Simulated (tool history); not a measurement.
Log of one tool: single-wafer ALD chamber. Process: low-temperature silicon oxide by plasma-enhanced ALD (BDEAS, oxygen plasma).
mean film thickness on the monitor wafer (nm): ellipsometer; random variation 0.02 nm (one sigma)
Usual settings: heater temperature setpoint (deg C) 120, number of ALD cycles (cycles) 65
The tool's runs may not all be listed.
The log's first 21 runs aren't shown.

run    hour  heater temperature setpoint (deg C)  number of ALD cycles (cycles)  read-back reference wafer on the same gauge, thickness_nm  mean film thickness on the monitor wafer (nm)
 22  1133.6                                  133                             69                                                      6.645                                          8.242
 23  1161.8                                  126                             65                                                      6.635                                          7.921
 24  1316.2                                  116                             53                                                       6.64                                          6.562
 25  1357.8                                  110                             60                                                       6.64                                          7.504
     1357.9  -- gauge calibrated
 26  1383.5                                  127                             76                                                      6.634                                          9.167
 27    1455                                  120                             65                                                      6.637                                          8.011
     1497.7  -- thermocouple changed; heater temperature recalibrated, repeated, since the last time left the tool worse
 28  1504.5                                  127                             75                                                      6.645                                          8.885
 29  1535.5                                  125                             55                                                      6.641                                          6.593
 30  1582.7                                  120                             65                                                      6.642                                          7.852
 31  1623.6                                  120                             68                                                       6.64                                          8.238
 32    1690                                  107                             65                                                      6.643                                          8.069
 33  1731.2                                  129                             76                                                      6.637                                          8.993
 34  1784.2                                  127                             77                                                       6.64                                          9.195
 35  1816.6                                  132                             74                                                      6.643                                          8.737
 36  1841.8                                  109                             54                                                      6.635                                          6.668
 37  1871.6                                  131                             59                                                      6.642                                          6.977
 38  1917.5                                  110                             60                                                      6.641                                          7.412

Forecast each of these 3 alternatives for the next run:
  A  1918                                  120                             65                                                          ?                                              ?
  B  1918                                  133                             56                                                          ?                                              ?
  C  1918                                  120                             69                                                          ?                                              ?

run  read-back reference wafer on the same gauge, thickness_nm  mean film thickness on the monitor wafer (nm)
  A                                                      6.638                                          7.846
  B                                                      6.638                                          6.572
  C                                                      6.638                                          8.329
Without the tool's hidden state the same runs would have given:
run  mean film thickness on the monitor wafer (nm)
  A                                           7.84
  B                                          6.567
  C                                          8.322
